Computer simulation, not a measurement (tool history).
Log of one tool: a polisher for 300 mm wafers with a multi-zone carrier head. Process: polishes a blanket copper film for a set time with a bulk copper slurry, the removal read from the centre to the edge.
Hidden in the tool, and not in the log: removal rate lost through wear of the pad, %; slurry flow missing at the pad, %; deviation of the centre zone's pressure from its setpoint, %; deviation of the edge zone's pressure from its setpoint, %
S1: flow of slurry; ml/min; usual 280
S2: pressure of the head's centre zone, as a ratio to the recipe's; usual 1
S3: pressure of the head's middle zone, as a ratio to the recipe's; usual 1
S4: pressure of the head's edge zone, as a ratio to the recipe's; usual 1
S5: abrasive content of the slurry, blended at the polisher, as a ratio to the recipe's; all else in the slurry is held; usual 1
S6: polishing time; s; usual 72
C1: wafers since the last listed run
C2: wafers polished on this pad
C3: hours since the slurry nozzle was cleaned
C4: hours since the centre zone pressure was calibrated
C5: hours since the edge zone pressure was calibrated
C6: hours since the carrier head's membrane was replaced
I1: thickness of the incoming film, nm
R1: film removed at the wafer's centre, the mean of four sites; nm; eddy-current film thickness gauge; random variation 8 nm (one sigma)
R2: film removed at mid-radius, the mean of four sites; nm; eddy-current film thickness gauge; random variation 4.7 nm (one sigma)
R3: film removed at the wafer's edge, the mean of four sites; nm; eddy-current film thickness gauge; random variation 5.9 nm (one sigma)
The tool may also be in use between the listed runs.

| run | day | S1 | S2 | S3 | S4 | S5 | S6 | C1 | C2 | C3 | C4 | C5 | C6 | I1 | R1 | R2 | R3 |
|---|---|---|---|---|---|---|---|---|---|---|---|---|---|---|---|---|---|
| 1 | 0 | 280 | 1 | 1 | 1.09 | 1 | 72 | 0 | 1486 | 625.2 | 547.9 | 286.6 | 599 | 3964.9 | 598.2 | 614.3 | 642.3 |
|  | 0.929 | slurry nozzle cleaned |
| 2 | 1.183 | 280 | 1 | 1 | 1.07 | 1 | 72 | 160 | 1646 | 6.1 | 576.3 | 315 | 627.4 | 3948.7 | 672.9 | 687.4 | 675.6 |
|  | 1.979 | worn pad replaced by a new one |
| 3 | 2.9 | 280 | 1 | 1 | 1.07 | 1 | 72 | 217 | 129 | 47.3 | 617.5 | 356.2 | 668.6 | 4015.9 | 662.4 | 674.9 | 692.7 |
| 4 | 5.375 | 280 | 1 | 1 | 1.07 | 1 | 72 | 347 | 476 | 106.7 | 676.9 | 415.6 | 728 | 3985.7 | 654.3 | 682.2 | 687.7 |
| 5 | 8.362 | 280 | 1 | 1 | 1 | 1 | 72 | 419 | 895 | 178.4 | 748.6 | 487.3 | 799.7 | 3996 | 667.2 | 675.1 | 653.2 |
| 6 | 10.917 | 280 | 1 | 1.08 | 1 | 1 | 90 | 358 | 1253 | 239.7 | 809.9 | 548.6 | 861 | 4006.5 | 830.4 | 911 | 814.5 |
| 7 | 12.946 | 280 | 1.09 | 1 | 1 | 1 | 72 | 284 | 1538 | 288.4 | 858.6 | 597.3 | 909.7 | 4019.8 | 700 | 677 | 667.7 |
|  | 13.938 | edge zone pressure recalibrated |
|  | 14.567 | carrier head's membrane replaced by a new one |
|  | 15.208 | worn pad replaced by a new one |
| 8 | 15.225 | 280 | 1.07 | 1.06 | 1 | 1.1 | 72 | 255 | 2 | 343.1 | 913.3 | 30.9 | 15.8 | 4118.8 | 703.3 | 712.1 | 654.9 |
| 9 | 17.029 | 280 | 1.1 | 1.05 | 0.92 | 0.85 | 72 | 253 | 255 | 386.4 | 956.6 | 74.2 | 59.1 | 4010.1 | 682.4 | 681.1 | 604.7 |
| 10 | 18.175 | 280 | 1 | 1 | 1 | 1 | 51 | 160 | 416 | 413.9 | 984.1 | 101.7 | 86.6 | 4060.7 | 467.9 | 475.1 | 457.1 |
| 11 | 20.988 | 280 | 1 | 1 | 0.92 | 1 | 88 | 394 | 810 | 481.4 | 1051.6 | 169.2 | 154.1 | 4095.9 | 778.2 | 804.5 | 746.4 |
|  | 23.154 | slurry nozzle cleaned |
| 12 | 23.383 | 325 | 1 | 1 | 0.91 | 1 | 95 | 330 | 1141 | 5.5 | 1109.1 | 226.7 | 211.6 | 4038.4 | 879.3 | 914.6 | 851.1 |
| 13 | 25.271 | 280 | 1 | 1 | 1 | 1 | 72 | 264 | 1405 | 50.8 | 1154.4 | 272 | 256.9 | 4069.2 | 671.5 | 674.6 | 666.9 |
|  | 26.642 | centre zone pressure recalibrated |
| 14 | 27.646 | 280 | 0.94 | 1.08 | 1 | 1 | 72 | 321 | 1727 | 107.8 | 24.1 | 329 | 313.9 | 4081.6 | 623 | 731.6 | 659.9 |
|  | 28.046 | worn pad replaced by a new one |
| 15 | 28.775 | 280 | 1 | 1 | 0.92 | 1.1 | 72 | 135 | 102 | 134.9 | 51.2 | 356.1 | 341 | 3977.2 | 681 | 696.7 | 632.4 |
| 16 | 31.067 | 280 | 1 | 1 | 1 | 1 | 72 | 321 | 423 | 189.9 | 106.2 | 411.1 | 396 | 4051.7 | 655.5 | 677.6 | 665.7 |
| 17 | 32.133 | 195 | 1 | 1.07 | 1 | 1 | 72 | 149 | 573 | 215.5 | 131.8 | 436.7 | 421.6 | 4067.5 | 615.5 | 690.1 | 637.4 |
| 18 | 34.317 | 280 | 1 | 1 | 1 | 1 | 72 | 306 | 879 | 267.9 | 184.2 | 489.1 | 474 | 4079.5 | 657 | 673.2 | 659.3 |
|  | 35.188 | edge zone pressure recalibrated |
| 19 | 39.646 | 280 | 1 | 1 | 1 | 1 | 72 | 735 | 1615 | 395.8 | 312.1 | 107 | 601.9 | 4093 | 641.6 | 656.3 | 648.6 |
|  | 40.012 | worn pad replaced by a new one |
| 20 | 41.65 | 280 | 1 | 1 | 1 | 1 | 72 | 257 | 229 | 443.9 | 360.2 | 155.1 | 650 | 4068.3 | 641.8 | 662.9 | 641.3 |

5 ways to go on from here, each from the tool as it stands after run 20. What would each give?
| A | 41.671 | 280 | 1 | 1 | 1 | 1 | 72 | 2 | 232 | 444.4 | 360.7 | 155.6 | 650.5 | 4030.7 | ? | ? | ? |
| B | 41.671 | 325 | 1 | 1 | 1.1 | 1 | 72 | 2 | 232 | 444.4 | 360.7 | 155.6 | 650.5 | 4030.7 | ? | ? | ? |
| C | 41.671 | 280 | 1 | 1 | 1 | 0.85 | 72 | 2 | 232 | 444.4 | 360.7 | 155.6 | 650.5 | 4030.7 | ? | ? | ? |
| D | 41.671 | 280 | 1 | 1 | 1 | 1 | 82 | 2 | 232 | 444.4 | 360.7 | 155.6 | 650.5 | 4030.7 | ? | ? | ? |
| E | 41.671 | 280 | 1.1 | 1 | 0.95 | 1.1 | 81 | 2 | 232 | 444.4 | 360.7 | 155.6 | 650.5 | 4030.7 | ? | ? | ? |

| run | R1 | R2 | R3 |
|---|---|---|---|
| A | 638.2 | 663.7 | 635.8 |
| B | 650.6 | 675.2 | 675.3 |
| C | 621.4 | 646.3 | 619.2 |
| D | 726.8 | 755.8 | 724.1 |
| E | 784 | 758.6 | 709.4 |
Without the tool's hidden state the same runs would have given:
| run | R1 | R2 | R3 |
|---|---|---|---|
| A | 663.8 | 687.7 | 653.1 |
| B | 673.5 | 696.7 | 691.5 |
| C | 646.4 | 669.7 | 636 |
| D | 756 | 783.2 | 743.8 |
| E | 815.5 | 786.1 | 728.7 |
